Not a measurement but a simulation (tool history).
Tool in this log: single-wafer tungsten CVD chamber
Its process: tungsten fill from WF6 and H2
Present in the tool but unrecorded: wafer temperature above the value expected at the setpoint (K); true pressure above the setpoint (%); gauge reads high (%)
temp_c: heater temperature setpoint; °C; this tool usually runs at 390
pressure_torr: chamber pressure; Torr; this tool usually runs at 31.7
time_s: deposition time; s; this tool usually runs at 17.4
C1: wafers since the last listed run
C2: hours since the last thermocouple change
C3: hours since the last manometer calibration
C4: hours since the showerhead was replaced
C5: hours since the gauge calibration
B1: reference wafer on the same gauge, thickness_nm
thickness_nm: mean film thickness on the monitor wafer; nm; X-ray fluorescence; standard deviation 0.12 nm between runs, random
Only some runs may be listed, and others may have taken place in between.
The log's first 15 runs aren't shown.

{"hour": 1060.7, "done": "showerhead replaced"}
{"run": 16, "hour": 1120.7, "temp_c": 390, "pressure_torr": 31.7, "time_s": 17.4, "C1": 2214, "C2": 219.4, "C3": 762.8, "C4": 60.0, "C5": 380.8, "B1": 47.406, "thickness_nm": 47.801}
{"run": 17, "hour": 1169.6, "temp_c": 390, "pressure_torr": 31.7, "time_s": 17.4, "C1": 1348, "C2": 268.3, "C3": 811.7, "C4": 108.9, "C5": 429.7, "B1": 47.383, "thickness_nm": 47.739}
{"run": 18, "hour": 1274.9, "temp_c": 396, "pressure_torr": 33.8, "time_s": 19.0, "C1": 2903, "C2": 373.6, "C3": 917.0, "C4": 214.2, "C5": 535.0, "B1": 47.428, "thickness_nm": 60.277}
{"run": 19, "hour": 1355.3, "temp_c": 395, "pressure_torr": 26.5, "time_s": 14.8, "C1": 2216, "C2": 454.0, "C3": 997.4, "C4": 294.6, "C5": 615.4, "B1": 47.377, "thickness_nm": 41.191}
{"run": 20, "hour": 1401.4, "temp_c": 401, "pressure_torr": 25.1, "time_s": 19.9, "C1": 1271, "C2": 500.1, "C3": 1043.5, "C4": 340.7, "C5": 661.5, "B1": 47.39, "thickness_nm": 60.397}
{"run": 21, "hour": 1459.3, "temp_c": 404, "pressure_torr": 25.8, "time_s": 14.6, "C1": 1596, "C2": 558.0, "C3": 1101.4, "C4": 398.6, "C5": 719.4, "B1": 47.383, "thickness_nm": 47.299}
{"run": 22, "hour": 1556.0, "temp_c": 390, "pressure_torr": 31.7, "time_s": 17.4, "C1": 2666, "C2": 654.7, "C3": 1198.1, "C4": 495.3, "C5": 816.1, "B1": 47.428, "thickness_nm": 47.82}
{"run": 23, "hour": 1651.1, "temp_c": 390, "pressure_torr": 31.7, "time_s": 17.4, "C1": 2622, "C2": 749.8, "C3": 1293.2, "C4": 590.4, "C5": 911.2, "B1": 47.374, "thickness_nm": 47.975}
{"run": 24, "hour": 1706.0, "temp_c": 378, "pressure_torr": 37.6, "time_s": 15.8, "C1": 1513, "C2": 804.7, "C3": 1348.1, "C4": 645.3, "C5": 966.1, "B1": 47.461, "thickness_nm": 37.052}
{"run": 25, "hour": 1752.6, "temp_c": 390, "pressure_torr": 31.7, "time_s": 17.4, "C1": 1284, "C2": 851.3, "C3": 1394.7, "C4": 691.9, "C5": 1012.7, "B1": 47.368, "thickness_nm": 48.093}
{"run": 26, "hour": 1849.8, "temp_c": 390, "pressure_torr": 27.8, "time_s": 17.4, "C1": 2680, "C2": 948.5, "C3": 1491.9, "C4": 789.1, "C5": 1109.9, "B1": 47.436, "thickness_nm": 45.146}
{"run": 27, "hour": 2087.6, "temp_c": 384, "pressure_torr": 27.8, "time_s": 17.4, "C1": 6556, "C2": 1186.3, "C3": 1729.7, "C4": 1026.9, "C5": 1347.7, "B1": 47.388, "thickness_nm": 40.205}
{"run": 28, "hour": 2184.4, "temp_c": 394, "pressure_torr": 31.7, "time_s": 17.4, "C1": 2668, "C2": 1283.1, "C3": 1826.5, "C4": 1123.7, "C5": 1444.5, "B1": 47.444, "thickness_nm": 51.9}
{"run": 29, "hour": 2252.1, "temp_c": 380, "pressure_torr": 37.1, "time_s": 14.3, "C1": 1866, "C2": 1350.8, "C3": 1894.2, "C4": 1191.4, "C5": 1512.2, "B1": 47.412, "thickness_nm": 34.741}
{"run": 30, "hour": 2318.6, "temp_c": 396, "pressure_torr": 26.9, "time_s": 20.5, "C1": 1833, "C2": 1417.3, "C3": 1960.7, "C4": 1257.9, "C5": 1578.7, "B1": 47.407, "thickness_nm": 59.219}
{"run": 31, "hour": 2354.7, "temp_c": 390, "pressure_torr": 31.7, "time_s": 17.4, "C1": 995, "C2": 1453.4, "C3": 1996.8, "C4": 1294.0, "C5": 1614.8, "B1": 47.419, "thickness_nm": 47.976}
{"run": 32, "hour": 2422.0, "temp_c": 390, "pressure_torr": 31.7, "time_s": 16.3, "C1": 1855, "C2": 1520.7, "C3": 2064.1, "C4": 1361.3, "C5": 1682.1, "B1": 47.434, "thickness_nm": 45.191}
{"run": 33, "hour": 2508.8, "temp_c": 397, "pressure_torr": 31.7, "time_s": 19.7, "C1": 2393, "C2": 1607.5, "C3": 2150.9, "C4": 1448.1, "C5": 1768.9, "B1": 47.394, "thickness_nm": 62.255}
{"run": 34, "hour": 2610.5, "temp_c": 401, "pressure_torr": 27.6, "time_s": 16.4, "C1": 2804, "C2": 1709.2, "C3": 2252.6, "C4": 1549.8, "C5": 1870.6, "B1": 47.391, "thickness_nm": 52.353}

Each row is a separate what-if for the run after 34, all from the same tool condition, not one after another. Results?
{"run": "A", "hour": 2610.9, "temp_c": 398, "pressure_torr": 31.7, "time_s": 17.4, "C1": 11, "C2": 1709.6, "C3": 2253.0, "C4": 1550.2, "C5": 1871.0, "B1": "?", "thickness_nm": "?"}
{"run": "B", "hour": 2610.9, "temp_c": 390, "pressure_torr": 28.1, "time_s": 15.2, "C1": 11, "C2": 1709.6, "C3": 2253.0, "C4": 1550.2, "C5": 1871.0, "B1": "?", "thickness_nm": "?"}
{"run": "C", "hour": 2610.9, "temp_c": 390, "pressure_torr": 35.6, "time_s": 15.8, "C1": 11, "C2": 1709.6, "C3": 2253.0, "C4": 1550.2, "C5": 1871.0, "B1": "?", "thickness_nm": "?"}
{"run": "D", "hour": 2610.9, "temp_c": 400, "pressure_torr": 39.6, "time_s": 17.4, "C1": 11, "C2": 1709.6, "C3": 2253.0, "C4": 1550.2, "C5": 1871.0, "B1": "?", "thickness_nm": "?"}

run=A B1=47.383 thickness_nm=56.117
run=B B1=47.383 thickness_nm=39.853
run=C B1=47.383 thickness_nm=46.196
run=D B1=47.383 thickness_nm=64.454
What these runs would have given with no unlogged condition in the tool:
run=A thickness_nm=55.358
run=B thickness_nm=39.301
run=C thickness_nm=45.556
run=D thickness_nm=63.619
